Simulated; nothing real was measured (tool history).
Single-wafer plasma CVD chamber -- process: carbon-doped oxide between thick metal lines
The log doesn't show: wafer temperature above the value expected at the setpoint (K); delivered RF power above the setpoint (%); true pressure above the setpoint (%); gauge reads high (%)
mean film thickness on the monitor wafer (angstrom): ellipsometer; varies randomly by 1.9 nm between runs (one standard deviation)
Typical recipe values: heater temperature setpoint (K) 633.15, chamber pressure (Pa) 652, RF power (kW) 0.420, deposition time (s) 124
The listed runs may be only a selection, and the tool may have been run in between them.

| run | hour | heater temperature setpoint (K) | chamber pressure (Pa) | RF power (kW) | deposition time (s) | wafers since the last listed run | hours since the last thermocouple change | hours since the last RF generator calibration | hours since the last manometer calibration | hours since the showerhead was replaced | hours since the gauge calibration | read-back reference wafer on the same gauge, thickness_nm | mean film thickness on the monitor wafer (angstrom) |
|---|---|---|---|---|---|---|---|---|---|---|---|---|---|
| 1 | 0.0 | 633.15 | 652 | 0.420 | 135 | 0 | 780.1 | 1552.5 | 2329.1 | 5098.7 | 444.6 | 486.181 | 5209.19 |
| 2 | 62.4 | 633.15 | 652 | 0.420 | 135 | 790 | 842.5 | 1614.9 | 2391.5 | 5161.1 | 507.0 | 486.877 | 5196.81 |
| 3 | 87.1 | 633.15 | 571 | 0.420 | 124 | 312 | 867.2 | 1639.6 | 2416.2 | 5185.8 | 531.7 | 487.051 | 4600.62 |
| 4 | 158.5 | 633.15 | 571 | 0.420 | 124 | 904 | 938.6 | 1711.0 | 2487.6 | 5257.2 | 603.1 | 485.251 | 4584.20 |
|  | 220.6 | capacitance manometer re-zeroed and calibrated |
|  | 278.0 | RF generator calibrated |
| 5 | 284.3 | 633.15 | 571 | 0.420 | 124 | 1390 | 1064.4 | 6.3 | 63.7 | 5383.0 | 728.9 | 486.298 | 4381.12 |
|  | 296.1 | gauge calibrated |
| 6 | 331.2 | 633.15 | 652 | 0.420 | 124 | 593 | 1111.3 | 53.2 | 110.6 | 5429.9 | 35.1 | 486.342 | 4532.60 |
| 7 | 359.9 | 633.15 | 652 | 0.420 | 124 | 363 | 1140.0 | 81.9 | 139.3 | 5458.6 | 63.8 | 485.732 | 4517.94 |
|  | 372.8 | showerhead replaced |
| 8 | 398.2 | 633.15 | 571 | 0.420 | 124 | 383 | 1178.3 | 120.2 | 177.6 | 25.4 | 102.1 | 486.291 | 4371.29 |
|  | 433.3 | RF generator calibrated, repeated, since the last time left the tool worse |
| 9 | 467.7 | 644.15 | 652 | 0.420 | 148 | 778 | 1247.8 | 34.4 | 247.1 | 94.9 | 171.6 | 485.386 | 5872.05 |
|  | 506.5 | thermocouple changed; heater temperature recalibrated |
| 10 | 555.4 | 633.15 | 652 | 0.470 | 124 | 1009 | 48.9 | 122.1 | 334.8 | 182.6 | 259.3 | 485.645 | 5534.85 |
| 11 | 583.8 | 633.15 | 652 | 0.500 | 124 | 359 | 77.3 | 150.5 | 363.2 | 211.0 | 287.7 | 485.637 | 5800.38 |
| 12 | 625.8 | 619.15 | 595 | 0.420 | 101 | 531 | 119.3 | 192.5 | 405.2 | 253.0 | 329.7 | 486.461 | 4076.49 |
| 13 | 689.5 | 633.15 | 571 | 0.420 | 124 | 806 | 183.0 | 256.2 | 468.9 | 316.7 | 393.4 | 485.964 | 4814.96 |
| 14 | 726.4 | 642.15 | 549 | 0.420 | 124 | 467 | 219.9 | 293.1 | 505.8 | 353.6 | 430.3 | 485.695 | 4647.02 |

Forecast each of these 4 alternatives for the next run:
| A | 726.8 | 633.15 | 652 | 0.420 | 124 | 5 | 220.3 | 293.5 | 506.2 | 354.0 | 430.7 | ? | ? |
| B | 726.8 | 633.15 | 745 | 0.345 | 124 | 5 | 220.3 | 293.5 | 506.2 | 354.0 | 430.7 | ? | ? |
| C | 726.8 | 628.15 | 652 | 0.420 | 124 | 5 | 220.3 | 293.5 | 506.2 | 354.0 | 430.7 | ? | ? |
| D | 726.8 | 633.15 | 652 | 0.420 | 115 | 5 | 220.3 | 293.5 | 506.2 | 354.0 | 430.7 | ? | ? |

| run | read-back reference wafer on the same gauge, thickness_nm | mean film thickness on the monitor wafer (angstrom) |
|---|---|---|
| A | 485.327 | 4969.75 |
| B | 485.327 | 4175.28 |
| C | 485.327 | 5022.80 |
| D | 485.327 | 4610.61 |
With no hidden state in the tool, these same runs would have given:
| run | mean film thickness on the monitor wafer (angstrom) |
|---|---|
| A | 5028.98 |
| B | 4227.23 |
| C | 5082.66 |
| D | 4665.56 |

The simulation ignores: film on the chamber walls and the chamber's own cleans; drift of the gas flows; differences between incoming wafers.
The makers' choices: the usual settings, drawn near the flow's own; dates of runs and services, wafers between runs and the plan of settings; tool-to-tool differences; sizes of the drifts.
